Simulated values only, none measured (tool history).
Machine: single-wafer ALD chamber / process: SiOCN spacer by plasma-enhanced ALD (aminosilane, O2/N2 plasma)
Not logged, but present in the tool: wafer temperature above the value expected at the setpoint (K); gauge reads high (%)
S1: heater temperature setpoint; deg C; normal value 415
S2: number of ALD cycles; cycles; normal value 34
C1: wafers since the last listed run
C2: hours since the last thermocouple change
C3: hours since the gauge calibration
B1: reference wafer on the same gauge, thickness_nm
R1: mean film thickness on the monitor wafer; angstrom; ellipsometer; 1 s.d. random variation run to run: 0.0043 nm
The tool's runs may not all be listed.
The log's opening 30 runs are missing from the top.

| run | hour | S1 | S2 | C1 | C2 | C3 | B1 | R1 |
|---|---|---|---|---|---|---|---|---|
| 31 | 2350.4 | 415 | 34 | 676 | 83.1 | 626.2 | 1.840 | 17.32 |
| 32 | 2393.4 | 426 | 37 | 359 | 126.1 | 669.2 | 1.839 | 18.25 |
| 33 | 2472.8 | 403 | 34 | 664 | 205.5 | 748.6 | 1.840 | 17.94 |
| 34 | 2548.9 | 403 | 28 | 636 | 281.6 | 824.7 | 1.840 | 14.82 |
| 35 | 2617.0 | 422 | 38 | 569 | 349.7 | 892.8 | 1.840 | 19.04 |
| 36 | 2852.3 | 409 | 32 | 1968 | 585.0 | 1128.1 | 1.840 | 16.59 |
| 37 | 2950.7 | 415 | 34 | 823 | 683.4 | 1226.5 | 1.840 | 17.39 |
| 38 | 3017.8 | 423 | 41 | 561 | 750.5 | 1293.6 | 1.840 | 20.36 |
| 39 | 3057.6 | 419 | 36 | 332 | 790.3 | 1333.4 | 1.841 | 18.19 |
| 40 | 3098.9 | 410 | 39 | 345 | 831.6 | 1374.7 | 1.840 | 20.29 |
| 41 | 3205.7 | 415 | 32 | 893 | 938.4 | 1481.5 | 1.840 | 16.32 |
| 42 | 3312.1 | 430 | 34 | 890 | 1044.8 | 1587.9 | 1.840 | 16.56 |
| 43 | 3360.3 | 420 | 36 | 403 | 1093.0 | 1636.1 | 1.840 | 18.12 |
| 44 | 3466.8 | 404 | 32 | 890 | 1199.5 | 1742.6 | 1.840 | 16.94 |
| 45 | 3511.2 | 411 | 36 | 371 | 1243.9 | 1787.0 | 1.840 | 18.64 |
| 46 | 3618.4 | 415 | 34 | 896 | 1351.1 | 1894.2 | 1.839 | 17.41 |
| 47 | 3675.8 | 430 | 40 | 480 | 1408.5 | 1951.6 | 1.840 | 19.48 |

Forecast each of these 3 alternatives for the next run:
| A | 3676.3 | 415 | 34 | 4 | 1409.0 | 1952.1 | ? | ? |
| B | 3676.3 | 402 | 31 | 4 | 1409.0 | 1952.1 | ? | ? |
| C | 3676.3 | 426 | 30 | 4 | 1409.0 | 1952.1 | ? | ? |

| run | B1 | R1 |
|---|---|---|
| A | 1.840 | 17.35 |
| B | 1.840 | 16.45 |
| C | 1.840 | 14.80 |
The same runs, with their run-to-run variation unchanged, on a tool lacking any hidden condition would have given:
| run | R1 |
|---|---|
| A | 17.31 |
| B | 16.40 |
| C | 14.76 |

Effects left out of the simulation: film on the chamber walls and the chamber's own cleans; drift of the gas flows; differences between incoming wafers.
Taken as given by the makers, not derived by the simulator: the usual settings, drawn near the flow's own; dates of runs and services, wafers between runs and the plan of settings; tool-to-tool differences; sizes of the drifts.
